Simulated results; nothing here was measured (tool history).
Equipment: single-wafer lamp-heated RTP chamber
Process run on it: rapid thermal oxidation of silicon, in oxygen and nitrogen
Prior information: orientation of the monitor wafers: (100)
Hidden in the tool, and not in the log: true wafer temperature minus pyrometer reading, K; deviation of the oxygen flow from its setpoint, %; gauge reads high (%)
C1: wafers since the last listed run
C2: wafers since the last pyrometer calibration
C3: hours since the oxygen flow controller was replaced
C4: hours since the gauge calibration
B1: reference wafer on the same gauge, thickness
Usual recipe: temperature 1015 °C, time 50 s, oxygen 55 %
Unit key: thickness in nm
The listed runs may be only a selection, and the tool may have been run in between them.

Run 1, hour 0.0: usual settings; C1 0; C2 466; C3 4359.8; C4 481.9; B1 5.768. Result: thickness 4.962 nm.
Run 2, hour 41.3: usual settings but time 59 s; C1 229; C2 696; C3 4401.1; C4 523.2; B1 5.768. Result: thickness 5.344 nm.
Run 3, hour 196.4: usual settings but time 67 s; C1 862; C2 1558; C3 4556.2; C4 678.3; B1 5.773. Result: thickness 5.732 nm.
Run 4, hour 222.1: usual settings; C1 142; C2 1701; C3 4581.9; C4 704.0; B1 5.772. Result: thickness 5.052 nm.
At hour 248.5: pyrometer window cleaned and pyrometer calibrated.
Run 5, hour 253.0: usual settings but time 35 s; C1 127; C2 25; C3 4612.8; C4 734.9; B1 5.767. Result: thickness 4.259 nm.
Run 6, hour 308.7: usual settings but time 35 s; C1 309; C2 335; C3 4668.5; C4 790.6; B1 5.769. Result: thickness 4.245 nm.
Run 7, hour 337.3: usual settings but oxygen 49 %; C1 159; C2 494; C3 4697.1; C4 819.2; B1 5.770. Result: thickness 4.774 nm.
Run 8, hour 390.0: usual settings; C1 293; C2 787; C3 4749.8; C4 871.9; B1 5.770. Result: thickness 4.958 nm.
Run 9, hour 453.1: usual settings; C1 350; C2 1138; C3 4812.9; C4 935.0; B1 5.771. Result: thickness 4.938 nm.
Run 10, hour 504.7: usual settings; C1 286; C2 1425; C3 4864.5; C4 986.6; B1 5.774. Result: thickness 5.035 nm.
At hour 557.8: pyrometer window cleaned and pyrometer calibrated.
Run 11, hour 576.1: usual settings; C1 352; C2 101; C3 4935.9; C4 1058.0; B1 5.772. Result: thickness 4.948 nm.
At hour 608.5: oxygen flow controller replaced.
Run 12, hour 621.3: usual settings but temperature 1000 °C; C1 206; C2 308; C3 12.8; C4 1103.2; B1 5.768. Result: thickness 4.455 nm.
Run 13, hour 645.6: usual settings but temperature 1000 °C; C1 135; C2 443; C3 37.1; C4 1127.5; B1 5.772. Result: thickness 4.464 nm.
Run 14, hour 704.7: usual settings but temperature 997 °C, time 42 s; C1 328; C2 772; C3 96.2; C4 1186.6; B1 5.772. Result: thickness 4.104 nm.
Run 15, hour 744.6: usual settings but time 31 s, oxygen 73 %; C1 221; C2 994; C3 136.1; C4 1226.5; B1 5.773. Result: thickness 4.471 nm.
Run 16, hour 776.4: usual settings but temperature 1000 °C, time 65 s; C1 176; C2 1171; C3 167.9; C4 1258.3; B1 5.765. Result: thickness 5.014 nm.
At hour 804.0: gauge calibrated.
Run 17, hour 816.3: usual settings; C1 221; C2 1393; C3 207.8; C4 12.3; B1 5.767. Result: thickness 5.005 nm.
Run 18, hour 871.7: usual settings but temperature 1044 °C; C1 308; C2 1701; C3 263.2; C4 67.7; B1 5.770. Result: thickness 6.191 nm.
At hour 897.6: pyrometer window cleaned and pyrometer calibrated.
Run 19, hour 941.3: usual settings but time 61 s, oxygen 29 %; C1 342; C2 243; C3 332.8; C4 137.3; B1 5.770. Result: thickness 4.374 nm.
Run 20, hour 971.3: usual settings; C1 166; C2 410; C3 362.8; C4 167.3; B1 5.776. Result: thickness 4.930 nm.
Run 21, hour 1078.5: usual settings but temperature 1033 °C, time 56 s, oxygen 63 %; C1 596; C2 1006; C3 470.0; C4 274.5; B1 5.766. Result: thickness 6.186 nm.
Run 22, hour 1110.9: usual settings but temperature 1024 °C, oxygen 28 %; C1 180; C2 1186; C3 502.4; C4 306.9; B1 5.771. Result: thickness 4.261 nm.
At hour 1165.4: pyrometer window cleaned and pyrometer calibrated.
Run 23, hour 1182.5: usual settings but time 61 s, oxygen 29 %; C1 353; C2 95; C3 574.0; C4 378.5; B1 5.771. Result: thickness 4.351 nm.
Run 24, hour 1253.3: usual settings but time 41 s; C1 393; C2 489; C3 644.8; C4 449.3; B1 5.777. Result: thickness 4.557 nm.
Run 25, hour 1287.0: usual settings; C1 187; C2 676; C3 678.5; C4 483.0; B1 5.772. Result: thickness 4.975 nm.
Run 26, hour 1349.7: usual settings but time 42 s; C1 348; C2 1025; C3 741.2; C4 545.7; B1 5.769. Result: thickness 4.603 nm.
Run 27, hour 1397.4: usual settings but temperature 993 °C, time 29 s, oxygen 44 %; C1 265; C2 1290; C3 788.9; C4 593.4; B1 5.773. Result: thickness 3.285 nm.

Consider 5 possible next runs. They are alternatives, not a sequence: every one starts from the tool as it was left by run 27. What does each give?
Run A, hour 1397.9: usual settings; C1 2; C2 1293; C3 789.4; C4 593.9; B1 ?. Result: thickness ?.
Run B, hour 1397.9: usual settings but time 33 s; C1 2; C2 1293; C3 789.4; C4 593.9; B1 ?. Result: thickness ?.
Run C, hour 1397.9: usual settings but temperature 995 °C, oxygen 64 %; C1 2; C2 1293; C3 789.4; C4 593.9; B1 ?. Result: thickness ?.
Run D, hour 1397.9: usual settings but temperature 1031 °C, oxygen 73 %; C1 2; C2 1293; C3 789.4; C4 593.9; B1 ?. Result: thickness ?.
Run E, hour 1397.9: usual settings but temperature 1030 °C, time 40 s, oxygen 79 %; C1 2; C2 1293; C3 789.4; C4 593.9; B1 ?. Result: thickness ?.

run     B1  thickness
  A  5.769      5.028
  B  5.769      4.234
  C  5.769      4.603
  D  5.769      6.197
  E  5.769      5.743
What these runs would have given with no unlogged condition in the tool:
run  thickness
  A      4.964
  B      4.182
  C      4.544
  D      6.117
  E      5.669

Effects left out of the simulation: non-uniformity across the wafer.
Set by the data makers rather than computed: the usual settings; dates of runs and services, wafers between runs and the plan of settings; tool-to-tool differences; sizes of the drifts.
